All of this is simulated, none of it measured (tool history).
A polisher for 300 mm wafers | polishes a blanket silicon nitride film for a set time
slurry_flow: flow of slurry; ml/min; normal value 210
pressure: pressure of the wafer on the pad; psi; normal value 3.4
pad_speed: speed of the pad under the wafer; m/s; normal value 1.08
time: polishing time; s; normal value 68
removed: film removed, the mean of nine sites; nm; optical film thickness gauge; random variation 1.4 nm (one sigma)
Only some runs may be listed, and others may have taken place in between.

run,hour,slurry_flow,pressure,pad_speed,time,"incoming thickness of the incoming film, nm",removed
1,0.0,210,3.4,1.08,56,853.2,126.3
2,34.0,210,3.4,1.08,56,851.1,128.2
3,57.2,210,2.7,1.26,68,833.3,139.8
4,70.1,210,3.4,1.08,68,860.4,153.0
5,87.8,210,3.4,1.08,68,861.8,154.9
# hour 133.8: worn pad replaced by a new one, of another model than before
# hour 135.8: slurry nozzle cleaned
6,163.1,210,3.4,1.08,68,854.4,152.3
7,218.4,210,3.4,1.08,68,863.2,154.4
8,230.5,210,3.4,1.08,68,858.2,152.3
9,263.0,210,3.4,1.08,68,848.6,151.7
10,289.6,210,2.4,0.92,46,845.0,82.4
# hour 294.2: head pressure recalibrated
11,307.0,210,3.4,1.08,68,845.4,141.2
# hour 321.8: worn pad replaced by a new one
12,323.3,210,3.4,1.32,79,844.0,177.6
13,337.7,210,3.4,1.08,52,856.7,109.6
14,356.2,210,2.6,1.08,68,844.3,123.4
15,368.2,155,2.7,0.98,76,840.9,127.2
16,392.1,210,2.5,1.08,82,833.1,148.5

Alternative continuations, all from the tool just after run 16; predict every row:
A,392.5,140,3.4,1.08,68,859.1,?
B,392.5,210,3.4,1.42,68,859.1,?
C,392.5,265,3.4,1.08,68,859.1,?
D,392.5,210,3.9,1.40,79,859.1,?

run,removed
A,128.4
B,158.2
C,150.3
D,198.5
Without the tool's hidden state the same runs would have given:
run,removed
A,128.9
B,158.8
C,150.8
D,199.3
